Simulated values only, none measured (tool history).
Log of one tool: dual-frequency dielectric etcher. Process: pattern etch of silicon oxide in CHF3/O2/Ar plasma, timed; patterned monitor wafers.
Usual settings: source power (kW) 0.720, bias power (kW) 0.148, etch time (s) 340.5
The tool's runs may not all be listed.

run,hour,source power (kW),bias power (kW),etch time (s),wafers since the last listed run,hours since the last wet clean,hours since the last source power generator calibration,hours since the last bias power generator calibration,hours since the last upper electrode change,hours since the gauge calibration,"read-back reference wafer on the same gauge, depth_nm",mean etch depth across the wafer (nm)
1,0.0,0.840,0.148,340.5,0,248.2,3404.8,2272.2,4714.5,134.5,682.9,736.3
2,26.8,0.720,0.148,279.5,125,275.0,3431.6,2299.0,4741.3,161.3,683.1,566.1
3,46.4,0.720,0.148,279.5,91,294.6,3451.2,2318.6,4760.9,180.9,682.6,564.7
4,71.9,0.720,0.148,279.5,119,320.1,3476.7,2344.1,4786.4,206.4,683.6,564.9
5,93.5,0.720,0.148,370.0,101,341.7,3498.3,2365.7,4808.0,228.0,682.9,748.8
6,120.1,0.720,0.148,370.0,124,368.3,3524.9,2392.3,4834.6,254.6,682.9,746.6
7,134.1,0.720,0.148,370.0,65,382.3,3538.9,2406.3,4848.6,268.6,682.7,746.5
8,157.6,0.720,0.148,294.0,110,405.8,3562.4,2429.8,4872.1,292.1,683.1,594.2
9,186.4,0.720,0.148,294.0,135,434.6,3591.2,2458.6,4900.9,320.9,683.1,593.8
10,214.8,0.720,0.133,340.5,133,463.0,3619.6,2487.0,4929.3,349.3,683.0,661.3
# hour 267.3: upper electrode replaced
# hour 275.6: wet clean of the chamber
11,276.1,0.720,0.133,340.5,135,0.5,3680.9,2548.3,8.8,410.6,682.9,665.1
12,276.5,0.660,0.148,340.5,1,0.9,3681.3,2548.7,9.2,411.0,682.9,667.2
# hour 291.3: bias power generator calibrated
13,291.8,0.720,0.127,340.5,52,16.2,3696.6,0.5,24.5,426.3,683.2,654.5
14,307.7,0.720,0.148,340.5,74,32.1,3712.5,16.4,40.4,442.2,683.4,690.0
# hour 322.1: gauge calibrated
15,342.3,0.570,0.148,382.5,162,66.7,3747.1,51.0,75.0,20.2,683.0,703.0
16,367.5,0.580,0.119,340.5,118,91.9,3772.3,76.2,100.2,45.4,683.2,583.2
17,391.7,0.720,0.148,340.5,113,116.1,3796.5,100.4,124.4,69.6,683.2,689.5
18,416.9,0.720,0.177,438.5,118,141.3,3821.7,125.6,149.6,94.8,683.0,947.6
19,448.8,0.720,0.148,340.5,149,173.2,3853.6,157.5,181.5,126.7,682.9,689.4
# hour 474.0: source power generator calibrated
20,474.5,0.720,0.148,425.0,101,198.9,0.5,183.2,207.2,152.4,682.9,859.4
21,508.3,0.720,0.133,340.5,158,232.7,34.3,217.0,241.0,186.2,683.0,663.2
22,525.8,0.720,0.167,340.5,82,250.2,51.8,234.5,258.5,203.7,683.1,718.6
23,553.3,0.720,0.148,340.5,128,277.7,79.3,262.0,286.0,231.2,683.4,687.9
24,572.8,0.720,0.148,340.5,91,297.2,98.8,281.5,305.5,250.7,683.2,688.4
25,586.8,0.780,0.170,263.5,65,311.2,112.8,295.5,319.5,264.7,683.0,579.6
26,603.5,0.880,0.180,301.0,78,327.9,129.5,312.2,336.2,281.4,682.7,708.7
27,635.6,0.880,0.137,272.0,150,360.0,161.6,344.3,368.3,313.5,682.3,581.1
28,667.0,0.890,0.169,257.0,147,391.4,193.0,375.7,399.7,344.9,683.2,593.9
29,684.7,0.620,0.148,305.5,82,409.1,210.7,393.4,417.4,362.6,683.2,580.6

How the hidden state differs across the entries between the runs, from the last listed run before each to the first after it:
Between runs 10 and 11: upper electrode replaced (hour 267.3); wet clean of the chamber (hour 275.6)
  etch rate over this chamber's usual, %: -0.66 -> -0.164
  measured less the result without the state, mean etch depth across the wafer (nm): -4.4 -> -1.1
Between runs 12 and 13: bias power generator calibrated (hour 291.3)
  etch rate over this chamber's usual, %: -0.165 -> -0.184
  measured less the result without the state, mean etch depth across the wafer (nm): -1.1 -> -1.2
Between runs 14 and 15: gauge calibrated (hour 322.1)
  etch rate over this chamber's usual, %: -0.203 -> -0.246
  measured less the result without the state, mean etch depth across the wafer (nm): -1.4 -> -1.7
Between runs 19 and 20: source power generator calibrated (hour 474.0)
  etch rate over this chamber's usual, %: -0.376 -> -0.408
  measured less the result without the state, mean etch depth across the wafer (nm): -2.6 -> -3.5
